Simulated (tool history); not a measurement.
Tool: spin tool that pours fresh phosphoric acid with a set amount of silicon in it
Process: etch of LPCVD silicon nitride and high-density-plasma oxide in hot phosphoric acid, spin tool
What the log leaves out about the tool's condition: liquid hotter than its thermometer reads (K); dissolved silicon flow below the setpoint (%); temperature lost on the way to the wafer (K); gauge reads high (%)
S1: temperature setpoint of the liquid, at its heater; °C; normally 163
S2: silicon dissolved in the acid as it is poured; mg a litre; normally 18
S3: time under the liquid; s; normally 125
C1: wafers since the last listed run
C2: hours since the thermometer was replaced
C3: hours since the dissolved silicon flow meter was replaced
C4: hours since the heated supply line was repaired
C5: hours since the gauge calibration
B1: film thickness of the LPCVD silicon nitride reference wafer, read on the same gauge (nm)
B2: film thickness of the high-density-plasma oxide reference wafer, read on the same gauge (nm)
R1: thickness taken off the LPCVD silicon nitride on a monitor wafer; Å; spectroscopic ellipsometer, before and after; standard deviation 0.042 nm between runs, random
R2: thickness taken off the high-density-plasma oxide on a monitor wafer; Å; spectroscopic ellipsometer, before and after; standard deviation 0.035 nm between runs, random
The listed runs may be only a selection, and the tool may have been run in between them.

run	hour	S1	S2	S3	C1	C2	C3	C4	C5	B1	B2	R1	R2
1	0	163	8.5	140	0	2353.7	1123.8	2558.6	243	69.99	80.024	101.9	4.03
2	6.1	163	8.5	140	39	2359.8	1129.9	2564.7	249.1	70	80.004	101.5	4.62
3	19	163	8.5	140	84	2372.7	1142.8	2577.6	262	70.01	79.961	102	4.32
4	52.2	161	18	125	216	2405.9	1176	2610.8	295.2	70	80.024	84.1	2.7
5	61.5	163	18	125	60	2415.2	1185.3	2620.1	304.5	70.01	80.028	91	3.23
6	70.8	163	18	125	60	2424.5	1194.6	2629.4	313.8	69.99	80.036	91.4	3.68
# hour 79: heated supply line repaired
7	85.2	163	18	125	87	2438.9	1209	6.2	328.2	69.99	79.987	83.2	2.88
8	138.5	160.5	18	125	347	2492.2	1262.3	59.5	381.5	70.03	79.977	77.1	1.94
# hour 139.6: gauge calibrated
9	154.9	161	18	125	106	2508.6	1278.7	75.9	15.3	70	79.997	77.7	1.99
10	161.3	163	18	125	41	2515	1285.1	82.3	21.7	69.98	80.009	82.9	2.57
# hour 167.6: heated supply line repaired, repeated, since the last time left the tool worse
11	198.4	164	4.5	155	235	2552.1	1322.2	30.8	58.8	69.99	80.003	126.2	7.02
12	212.3	163	18	125	90	2566	1336.1	44.7	72.7	69.99	79.962	97.6	3.77
13	224.2	163	28.5	125	77	2577.9	1348	56.6	84.6	70	79.969	97.5	2.27
# hour 232.3: dissolved silicon flow meter replaced
14	235.8	163	18	70	69	2589.5	3.5	68.2	96.2	70.01	80.01	54.8	2.07
15	245.9	163	18	125	65	2599.6	13.6	78.3	106.3	70.01	80.012	97.6	3.51
# hour 250: thermometer replaced
16	259.9	164.5	8	125	84	9.9	27.6	92.3	120.3	69.98	80.012	102.7	5.09
17	265.9	161	11	50	39	15.9	33.6	98.3	126.3	69.99	80.015	36.7	1.62
18	296.3	161	18	180	198	46.3	64	128.7	156.7	70.02	80.008	132.1	4.01
19	306.9	161.5	26	170	69	56.9	74.6	139.3	167.3	70.02	80.018	126	3.14
20	314.9	165.5	8.5	55	52	64.9	82.6	147.3	175.3	69.98	79.997	46.8	2.25
21	328.5	163	18	125	88	78.5	96.2	160.9	188.9	69.99	79.978	97.4	3.65
22	344.3	164.5	18	125	103	94.3	112	176.7	204.7	70.01	79.992	102.6	4.07

3 options for the next run, each taken on its own from the tool as it stands now. Forecast them:
A	344.8	163	14	125	3	94.8	112.5	177.2	205.2	?	?	?	?
B	344.8	161	25.5	125	3	94.8	112.5	177.2	205.2	?	?	?	?
C	344.8	163	9.5	125	3	94.8	112.5	177.2	205.2	?	?	?	?

run	B1	B2	R1	R2
A	70	80.007	97.6	3.49
B	70	80.007	91.3	2.17
C	70	80.007	97.6	3.88
With the hidden condition removed and each run's random variation left untouched, the same runs would have given:
run	R1	R2
A	99.6	3.65
B	93.1	2.27
C	99.6	4.05
